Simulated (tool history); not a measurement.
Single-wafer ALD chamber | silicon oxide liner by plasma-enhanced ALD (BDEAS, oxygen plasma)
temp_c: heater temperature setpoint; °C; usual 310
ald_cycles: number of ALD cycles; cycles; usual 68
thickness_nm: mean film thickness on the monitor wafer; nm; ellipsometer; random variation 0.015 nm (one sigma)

| run | hour | temp_c | ald_cycles | read-back reference wafer on the same gauge, thickness_nm | thickness_nm |
|---|---|---|---|---|---|
| 1 | 0 | 310 | 63 | 6.578 | 5.682 |
| 2 | 39.8 | 310 | 63 | 6.572 | 5.719 |
| 3 | 77.2 | 310 | 63 | 6.579 | 5.704 |
| 4 | 121.2 | 310 | 68 | 6.585 | 6.129 |
| 5 | 170.2 | 310 | 68 | 6.592 | 6.143 |
| 6 | 214.5 | 310 | 68 | 6.595 | 6.166 |
| 7 | 247.8 | 310 | 68 | 6.593 | 6.14 |
| 8 | 278.5 | 310 | 68 | 6.598 | 6.15 |
| 9 | 325.2 | 310 | 68 | 6.599 | 6.143 |
| 10 | 370.7 | 310 | 68 | 6.6 | 6.165 |
| 11 | 435.6 | 310 | 68 | 6.589 | 6.178 |
| 12 | 485.7 | 310 | 68 | 6.601 | 6.148 |
|  | 496.1 | thermocouple changed; heater temperature recalibrated |
|  | 506.7 | gauge calibrated |
| 13 | 548 | 310 | 68 | 6.502 | 6.072 |
| 14 | 606.1 | 310 | 68 | 6.518 | 6.082 |
| 15 | 717.4 | 296 | 68 | 6.542 | 6.307 |
| 16 | 746.1 | 318 | 77 | 6.551 | 6.855 |
| 17 | 807.8 | 295 | 77 | 6.566 | 7.237 |
| 18 | 838.5 | 316 | 76 | 6.572 | 6.804 |
| 19 | 897.8 | 320 | 75 | 6.575 | 6.64 |
| 20 | 946.1 | 310 | 72 | 6.587 | 6.521 |
| 21 | 1008 | 322 | 76 | 6.591 | 6.734 |
| 22 | 1051.1 | 310 | 68 | 6.589 | 6.196 |
| 23 | 1114.1 | 295 | 77 | 6.599 | 7.25 |
| 24 | 1184.4 | 310 | 59 | 6.607 | 5.324 |
| 25 | 1237.4 | 310 | 68 | 6.6 | 6.18 |
| 26 | 1284.7 | 310 | 68 | 6.596 | 6.19 |
| 27 | 1323.9 | 316 | 74 | 6.611 | 6.627 |
|  | 1434.8 | gauge calibrated |
| 28 | 1498.2 | 300 | 62 | 6.468 | 5.597 |

The tool's hidden state at each run:
wafer temperature above the value expected at the setpoint (K): 0 in every run
H1: gauge reads high (%)
| run | H1 |
|---|---|
| 1 | 1.8 |
| 2 | 1.86 |
| 3 | 1.9 |
| 4 | 1.95 |
| 5 | 2 |
| 6 | 2.03 |
| 7 | 2.05 |
| 8 | 2.07 |
| 9 | 2.1 |
| 10 | 2.12 |
| 11 | 2.14 |
| 12 | 2.16 |
| 13 | 0.547 |
| 14 | 0.888 |
| 15 | 1.37 |
| 16 | 1.47 |
| 17 | 1.65 |
| 18 | 1.72 |
| 19 | 1.85 |
| 20 | 1.93 |
| 21 | 2.02 |
| 22 | 2.07 |
| 23 | 2.13 |
| 24 | 2.18 |
| 25 | 2.22 |
| 26 | 2.24 |
| 27 | 2.26 |
| 28 | 0.106 |

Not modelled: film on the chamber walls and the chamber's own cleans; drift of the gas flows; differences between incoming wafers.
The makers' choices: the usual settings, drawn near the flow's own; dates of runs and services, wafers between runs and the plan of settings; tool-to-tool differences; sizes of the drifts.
